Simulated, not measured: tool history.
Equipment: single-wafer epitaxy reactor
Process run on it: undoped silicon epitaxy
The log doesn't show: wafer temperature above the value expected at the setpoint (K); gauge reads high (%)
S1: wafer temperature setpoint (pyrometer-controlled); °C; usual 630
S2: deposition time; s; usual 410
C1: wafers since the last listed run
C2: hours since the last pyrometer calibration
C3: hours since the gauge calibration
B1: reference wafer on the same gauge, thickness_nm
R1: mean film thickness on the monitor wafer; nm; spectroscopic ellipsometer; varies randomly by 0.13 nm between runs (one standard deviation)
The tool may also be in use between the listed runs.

Run 1, day 0.000: usual settings; C1 0; C2 1126.3; C3 421.6; B1 48.048. Result: R1 43.435 nm.
Run 2, day 3.000: usual settings; C1 186; C2 1198.3; C3 493.6; B1 47.942. Result: R1 43.708 nm.
Run 3, day 5.425: usual settings; C1 150; C2 1256.5; C3 551.8; B1 47.891. Result: R1 43.630 nm.
Run 4, day 7.733: usual settings; C1 143; C2 1311.9; C3 607.2; B1 47.808. Result: R1 43.373 nm.
Run 5, day 10.017: usual settings; C1 142; C2 1366.7; C3 662.0; B1 47.770. Result: R1 43.349 nm.
Run 6, day 13.433: usual settings; C1 212; C2 1448.7; C3 744.0; B1 47.699. Result: R1 43.167 nm.
Run 7, day 15.188: usual settings; C1 109; C2 1490.8; C3 786.1; B1 47.666. Result: R1 43.383 nm.
Run 8, day 16.858: usual settings; C1 104; C2 1530.9; C3 826.2; B1 47.578. Result: R1 43.459 nm.
Run 9, day 20.967: usual settings but S1 641 °C, S2 370 s; C1 255; C2 1629.5; C3 924.8; B1 47.469. Result: R1 51.357 nm.
Run 10, day 24.888: usual settings but S1 641 °C, S2 370 s; C1 244; C2 1723.6; C3 1018.9; B1 47.395. Result: R1 51.327 nm.
Run 11, day 28.375: usual settings but S1 634 °C, S2 373 s; C1 217; C2 1807.3; C3 1102.6; B1 47.325. Result: R1 43.471 nm.
Run 12, day 32.179: usual settings but S1 634 °C, S2 373 s; C1 236; C2 1898.6; C3 1193.9; B1 47.240. Result: R1 42.938 nm.
At day 32.812: gauge calibrated.
Run 13, day 34.542: usual settings; C1 147; C2 1955.3; C3 41.5; B1 48.347. Result: R1 44.124 nm.
Run 14, day 37.350: usual settings; C1 174; C2 2022.7; C3 108.9; B1 48.273. Result: R1 44.109 nm.
Run 15, day 39.579: usual settings; C1 138; C2 2076.2; C3 162.4; B1 48.219. Result: R1 44.058 nm.
Run 16, day 41.525: usual settings but S1 641 °C, S2 469 s; C1 121; C2 2122.9; C3 209.1; B1 48.189. Result: R1 66.296 nm.
Run 17, day 43.108: usual settings; C1 98; C2 2160.9; C3 247.1; B1 48.135. Result: R1 43.837 nm.
Run 18, day 45.046: usual settings but S1 623 °C, S2 465 s; C1 120; C2 2207.4; C3 293.6; B1 48.052. Result: R1 41.502 nm.
At day 46.488: pyrometer calibrated.
Run 19, day 48.008: usual settings; C1 163; C2 36.5; C3 364.7; B1 48.022. Result: R1 43.589 nm.
Run 20, day 50.483: usual settings; C1 154; C2 95.9; C3 424.1; B1 47.945. Result: R1 43.738 nm.
Run 21, day 54.621: usual settings but S1 634 °C, S2 444 s; C1 257; C2 195.2; C3 523.4; B1 47.827. Result: R1 52.063 nm.
Run 22, day 56.717: usual settings; C1 130; C2 245.5; C3 573.7; B1 47.777. Result: R1 43.536 nm.
Run 23, day 59.800: usual settings but S1 644 °C, S2 384 s; C1 191; C2 319.5; C3 647.7; B1 47.733. Result: R1 58.026 nm.
Run 24, day 62.600: usual settings but S1 622 °C; C1 174; C2 386.7; C3 714.9; B1 47.630. Result: R1 35.090 nm.
Run 25, day 66.204: usual settings but S1 640 °C, S2 435 s; C1 224; C2 473.2; C3 801.4; B1 47.594. Result: R1 59.209 nm.
Run 26, day 70.454: usual settings; C1 264; C2 575.2; C3 903.4; B1 47.459. Result: R1 43.200 nm.
Run 27, day 77.842: usual settings but S1 644 °C; C1 459; C2 752.5; C3 1080.7; B1 47.253. Result: R1 61.195 nm.
Run 28, day 80.679: usual settings but S2 491 s; C1 176; C2 820.6; C3 1148.8; B1 47.224. Result: R1 51.288 nm.
Run 29, day 82.771: usual settings; C1 130; C2 870.8; C3 1199.0; B1 47.178. Result: R1 42.891 nm.
At day 85.454: gauge calibrated.
Run 30, day 86.729: usual settings but S1 621 °C, S2 442 s; C1 246; C2 965.8; C3 30.6; B1 48.491. Result: R1 37.619 nm.
Run 31, day 89.288: usual settings but S1 623 °C, S2 349 s; C1 159; C2 1027.2; C3 92.0; B1 48.367. Result: R1 31.300 nm.

Here are 3 independent what-if runs from the current tool condition. What would each one return?
Run A, day 89.308: usual settings; C1 1; C2 1027.7; C3 92.5; B1 ?. Result: R1 ?.
Run B, day 89.308: usual settings but S1 616 °C, S2 360 s; C1 1; C2 1027.7; C3 92.5; B1 ?. Result: R1 ?.
Run C, day 89.308: usual settings but S1 626 °C, S2 385 s; C1 1; C2 1027.7; C3 92.5; B1 ?. Result: R1 ?.

run      B1      R1
  A  48.385  43.986
  B  48.385  26.776
  C  48.385  37.249
What these runs would have given with no unlogged condition in the tool:
run      R1
  A  43.992
  B  26.780
  C  37.253
